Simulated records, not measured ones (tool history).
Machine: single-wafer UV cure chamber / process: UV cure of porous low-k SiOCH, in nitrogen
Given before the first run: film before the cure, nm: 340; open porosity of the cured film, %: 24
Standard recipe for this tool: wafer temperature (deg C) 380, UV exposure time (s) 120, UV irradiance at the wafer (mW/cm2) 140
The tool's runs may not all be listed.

run,hour,wafer temperature (deg C),UV exposure time (s),UV irradiance at the wafer (mW/cm2),loss of film thickness in the cure (%)
1,0,380,120,140,10.259
2,88.4,380,120,140,10.426
3,139.5,380,120,140,10.136
4,198.1,380,120,115,9.641
5,274.6,380,120,115,9.414
6,353.1,373,120,155,10.397
7,574.4,373,120,155,10.49
8,629.6,373,120,155,10.169
# hour 685.9: UV bulbs replaced
9,686.4,380,80,140,7.853
# hour 747.6: quartz window cleaned
10,775.1,380,80,140,8.642
11,852.5,380,120,140,10.07
12,958.4,380,120,140,10.004
13,1058.1,380,120,140,10.292
14,1152.8,365,75,106,6.796
15,1241.8,380,120,160,10.726
16,1303.2,388,70,111,6.699
17,1385.5,360,120,140,9.487
18,1468.4,380,120,140,9.487
19,1540.8,365,120,140,9.431
20,1607.3,380,140,175,11.213
# hour 1633.9: quartz window cleaned
21,1707.7,374,50,163,7.169
22,1744.7,365,75,106,6.736
23,1896,380,120,140,10.467
24,1985.8,380,120,113,9.318

Predict each of these 3 candidate next runs independently; none follows another, all start after run 24:
A,1986.3,363,120,140,?
B,1986.3,363,75,176,?
C,1986.3,373,95,140,?

run,loss of film thickness in the cure (%)
A,10.185
B,9.102
C,9.324
Stripped of hidden state, with their random variation kept, the same runs would have yielded:
run,loss of film thickness in the cure (%)
A,10.386
B,9.299
C,9.522
